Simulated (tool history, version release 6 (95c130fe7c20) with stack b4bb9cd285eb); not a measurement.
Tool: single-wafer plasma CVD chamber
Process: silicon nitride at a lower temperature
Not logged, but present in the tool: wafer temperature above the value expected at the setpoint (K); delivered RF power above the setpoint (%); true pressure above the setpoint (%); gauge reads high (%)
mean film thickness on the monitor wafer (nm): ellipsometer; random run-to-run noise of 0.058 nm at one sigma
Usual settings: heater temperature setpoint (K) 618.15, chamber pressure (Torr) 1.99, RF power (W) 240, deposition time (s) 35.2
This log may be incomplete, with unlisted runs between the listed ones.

run	hour	heater temperature setpoint (K)	chamber pressure (Torr)	RF power (W)	deposition time (s)	wafers since the last listed run	hours since the last thermocouple change	hours since the last RF generator calibration	hours since the last manometer calibration	hours since the showerhead was replaced	hours since the gauge calibration	read-back reference wafer on the same gauge, thickness_nm	mean film thickness on the monitor wafer (nm)
1	0.0	618.15	1.99	265	35.2	0	2608.7	1053.3	1407.3	2234.9	374.0	42.624	41.100
2	24.5	618.15	1.99	265	35.2	297	2633.2	1077.8	1431.8	2259.4	398.5	42.595	41.147
3	36.8	623.15	1.99	240	35.2	149	2645.5	1090.1	1444.1	2271.7	410.8	42.619	37.440
4	68.4	623.15	1.99	240	35.2	384	2677.1	1121.7	1475.7	2303.3	442.4	42.633	37.329
# hour 143.6: gauge calibrated
5	144.9	623.15	1.99	240	35.2	930	2753.6	1198.2	1552.2	2379.8	1.3	42.597	37.227
# hour 161.7: RF generator calibrated
6	179.1	618.15	1.99	240	36.7	318	2787.8	17.4	1586.4	2414.0	35.5	42.599	39.303
# hour 209.2: capacitance manometer re-zeroed and calibrated
7	209.7	618.15	1.99	240	36.7	274	2818.4	48.0	0.5	2444.6	66.1	42.605	38.818
8	217.2	618.15	1.99	240	32.5	91	2825.9	55.5	8.0	2452.1	73.6	42.637	34.226
9	230.4	618.15	1.99	240	32.5	160	2839.1	68.7	21.2	2465.3	86.8	42.624	34.326
10	264.1	629.15	1.99	210	35.2	409	2872.8	102.4	54.9	2499.0	120.5	42.596	32.409
11	296.5	612.15	1.72	265	32.7	393	2905.2	134.8	87.3	2531.4	152.9	42.608	37.089
12	309.4	618.15	1.99	240	35.2	156	2918.1	147.7	100.2	2544.3	165.8	42.578	37.275
13	332.2	603.15	1.99	240	28.8	277	2940.9	170.5	123.0	2567.1	188.6	42.585	30.621
# hour 348.3: showerhead replaced
14	348.8	625.15	1.99	240	42.0	104	2957.5	187.1	139.6	0.5	205.2	42.603	44.484
15	364.2	618.15	1.99	240	35.2	187	2972.9	202.5	155.0	15.9	220.6	42.621	37.425
16	387.2	607.15	1.99	240	35.2	279	2995.9	225.5	178.0	38.9	243.6	42.622	37.382
# hour 408.6: thermocouple changed; heater temperature recalibrated
17	410.9	611.15	1.72	240	28.7	190	2.3	249.2	201.7	62.6	267.3	42.617	29.790
18	426.5	618.15	1.99	240	35.2	189	17.9	264.8	217.3	78.2	282.9	42.601	37.414
19	455.2	608.15	1.99	240	35.2	348	46.6	293.5	246.0	106.9	311.6	42.612	37.469

Run 20 has not been measured yet. What should we expect?
20	469.2	618.15	1.99	240	40.8	170	60.6	307.5	260.0	120.9	325.6	?	?

{"run 20": {"read-back reference wafer on the same gauge, thickness_nm": 42.575, "mean film thickness on the monitor wafer (nm)": 43.202}}
On a tool with no hidden condition, and with the same random variation, this run would have come out at mean film thickness on the monitor wafer (nm) 43.094.

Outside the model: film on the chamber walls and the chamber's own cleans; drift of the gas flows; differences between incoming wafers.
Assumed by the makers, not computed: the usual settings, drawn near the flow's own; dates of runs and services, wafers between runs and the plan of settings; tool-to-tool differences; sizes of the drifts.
